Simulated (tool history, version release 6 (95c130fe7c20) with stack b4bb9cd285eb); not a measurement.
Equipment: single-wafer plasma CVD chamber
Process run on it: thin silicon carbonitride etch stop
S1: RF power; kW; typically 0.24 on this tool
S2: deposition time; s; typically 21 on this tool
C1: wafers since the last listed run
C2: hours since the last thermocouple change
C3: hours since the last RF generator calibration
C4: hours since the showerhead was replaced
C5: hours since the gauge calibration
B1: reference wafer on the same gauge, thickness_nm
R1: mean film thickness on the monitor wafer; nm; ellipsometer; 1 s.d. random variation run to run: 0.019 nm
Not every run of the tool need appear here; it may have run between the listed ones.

Run 1, hour 0: usual settings but S1 0.205 kW; C1 0; C2 1802.8; C3 707.9; C4 6042.1; C5 1265.1; B1 13.5. Result: R1 11.682 nm.
Run 2, hour 131.9: usual settings but S1 0.205 kW; C1 3394; C2 1934.7; C3 839.8; C4 6174; C5 1397; B1 13.488. Result: R1 11.701 nm.
Run 3, hour 182.4: usual settings but S1 0.205 kW; C1 1299; C2 1985.2; C3 890.3; C4 6224.5; C5 1447.5; B1 13.498. Result: R1 11.674 nm.
Run 4, hour 209.3: usual settings; C1 692; C2 2012.1; C3 917.2; C4 6251.4; C5 1474.4; B1 13.503. Result: R1 12.496 nm.
Run 5, hour 278.2: usual settings; C1 1772; C2 2081; C3 986.1; C4 6320.3; C5 1543.3; B1 13.501. Result: R1 12.452 nm.
Run 6, hour 313.5: usual settings; C1 908; C2 2116.3; C3 1021.4; C4 6355.6; C5 1578.6; B1 13.501. Result: R1 12.477 nm.
Run 7, hour 344.8: usual settings but S1 0.225 kW; C1 805; C2 2147.6; C3 1052.7; C4 6386.9; C5 1609.9; B1 13.502. Result: R1 12.16 nm.
At hour 386.6: RF generator calibrated.
Run 8, hour 408.7: usual settings but S1 0.225 kW; C1 1438; C2 2211.5; C3 22.1; C4 6450.8; C5 1673.8; B1 13.494. Result: R1 12.327 nm.
Run 9, hour 444.9: usual settings but S1 0.225 kW; C1 931; C2 2247.7; C3 58.3; C4 6487; C5 1710; B1 13.5. Result: R1 12.339 nm.
Run 10, hour 475.6: usual settings; C1 789; C2 2278.4; C3 89; C4 6517.7; C5 1740.7; B1 13.509. Result: R1 12.656 nm.
Run 11, hour 517.3: usual settings; C1 1073; C2 2320.1; C3 130.7; C4 6559.4; C5 1782.4; B1 13.504. Result: R1 12.688 nm.
Run 12, hour 551.9: usual settings; C1 890; C2 2354.7; C3 165.3; C4 6594; C5 1817; B1 13.496. Result: R1 12.637 nm.
At hour 595: showerhead replaced.
Run 13, hour 623: usual settings but S2 18.7 s; C1 1623; C2 2425.8; C3 236.4; C4 28; C5 1888.1; B1 13.502. Result: R1 11.245 nm.
Run 14, hour 677.7: usual settings; C1 1407; C2 2480.5; C3 291.1; C4 82.7; C5 1942.8; B1 13.502. Result: R1 12.619 nm.
Run 15, hour 734.7: usual settings but S1 0.27 kW, S2 24.5 s; C1 1466; C2 2537.5; C3 348.1; C4 139.7; C5 1999.8; B1 13.488. Result: R1 15.42 nm.
Run 16, hour 801.2: usual settings but S2 22.3 s; C1 1711; C2 2604; C3 414.6; C4 206.2; C5 2066.3; B1 13.5. Result: R1 13.366 nm.
Run 17, hour 859.7: usual settings but S1 0.195 kW; C1 1505; C2 2662.5; C3 473.1; C4 264.7; C5 2124.8; B1 13.508. Result: R1 11.475 nm.
Run 18, hour 906.2: usual settings but S1 0.255 kW; C1 1196; C2 2709; C3 519.6; C4 311.2; C5 2171.3; B1 13.487. Result: R1 12.872 nm.
Run 19, hour 972.1: usual settings but S2 23.6 s; C1 1695; C2 2774.9; C3 585.5; C4 377.1; C5 2237.2; B1 13.499. Result: R1 14.134 nm.
Run 20, hour 1001.9: usual settings but S2 19 s; C1 766; C2 2804.7; C3 615.3; C4 406.9; C5 2267; B1 13.507. Result: R1 11.368 nm.
Run 21, hour 1065.2: usual settings; C1 1628; C2 2868; C3 678.6; C4 470.2; C5 2330.3; B1 13.496. Result: R1 12.533 nm.
Run 22, hour 1108.8: usual settings but S1 0.27 kW; C1 1121; C2 2911.6; C3 722.2; C4 513.8; C5 2373.9; B1 13.501. Result: R1 13.148 nm.
At hour 1168.3: thermocouple changed; heater temperature recalibrated.
Run 23, hour 1289.9: usual settings; C1 4454; C2 121.6; C3 903.3; C4 694.9; C5 2555; B1 13.498. Result: R1 12.507 nm.
At hour 1313.3: RF generator calibrated.
At hour 1320: gauge calibrated.
Run 24, hour 1359.3: usual settings but S1 0.2 kW; C1 1579; C2 191; C3 46; C4 764.3; C5 39.3; B1 13.497. Result: R1 11.725 nm.
Run 25, hour 1400.2: usual settings but S1 0.205 kW, S2 18.8 s; C1 1052; C2 231.9; C3 86.9; C4 805.2; C5 80.2; B1 13.502. Result: R1 10.603 nm.
Run 26, hour 1462.5: usual settings; C1 1603; C2 294.2; C3 149.2; C4 867.5; C5 142.5; B1 13.496. Result: R1 12.693 nm.
Run 27, hour 1509.5: usual settings; C1 1209; C2 341.2; C3 196.2; C4 914.5; C5 189.5; B1 13.502. Result: R1 12.674 nm.
Run 28, hour 1548: usual settings but S2 22.2 s; C1 990; C2 379.7; C3 234.7; C4 953; C5 228; B1 13.494. Result: R1 13.377 nm.
Run 29, hour 1583.1: usual settings but S2 19.1 s; C1 903; C2 414.8; C3 269.8; C4 988.1; C5 263.1; B1 13.506. Result: R1 11.513 nm.
Run 30, hour 1620.6: usual settings; C1 964; C2 452.3; C3 307.3; C4 1025.6; C5 300.6; B1 13.498. Result: R1 12.646 nm.
Run 31, hour 1663.4: usual settings but S1 0.25 kW, S2 18.8 s; C1 1101; C2 495.1; C3 350.1; C4 1068.4; C5 343.4; B1 13.497. Result: R1 11.498 nm.
Run 32, hour 1720.5: usual settings but S2 18.7 s; C1 1469; C2 552.2; C3 407.2; C4 1125.5; C5 400.5; B1 13.511. Result: R1 11.261 nm.
Run 33, hour 1766.7: usual settings but S1 0.27 kW, S2 16.9 s; C1 1188; C2 598.4; C3 453.4; C4 1171.7; C5 446.7; B1 13.494. Result: R1 10.673 nm.
Run 34, hour 1820: usual settings but S1 0.21 kW; C1 1371; C2 651.7; C3 506.7; C4 1225; C5 500; B1 13.508. Result: R1 11.886 nm.

Hidden condition of the tool, last listed run before each entry between runs versus first listed run after:
After run 7, before run 8: RF generator calibrated (hour 386.6)
  delivered RF power above the setpoint (%): -4.13 -> -0.359
  measured minus no-state result, R1: -0.22 -> -0.019 nm
After run 12, before run 13: showerhead replaced (hour 595)
  delivered RF power above the setpoint (%): -0.903 -> -1.17
  measured minus no-state result, R1: -0.049 -> -0.056 nm
After run 22, before run 23: thermocouple changed; heater temperature recalibrated (hour 1168.3)
  delivered RF power above the setpoint (%): -3.02 -> -3.71
  measured minus no-state result, R1: -0.171 -> -0.202 nm
After run 23, before run 24: RF generator calibrated (hour 1313.3); gauge calibrated (hour 1320)
  delivered RF power above the setpoint (%): -3.71 -> -0.264
  measured minus no-state result, R1: -0.202 -> -0.013 nm
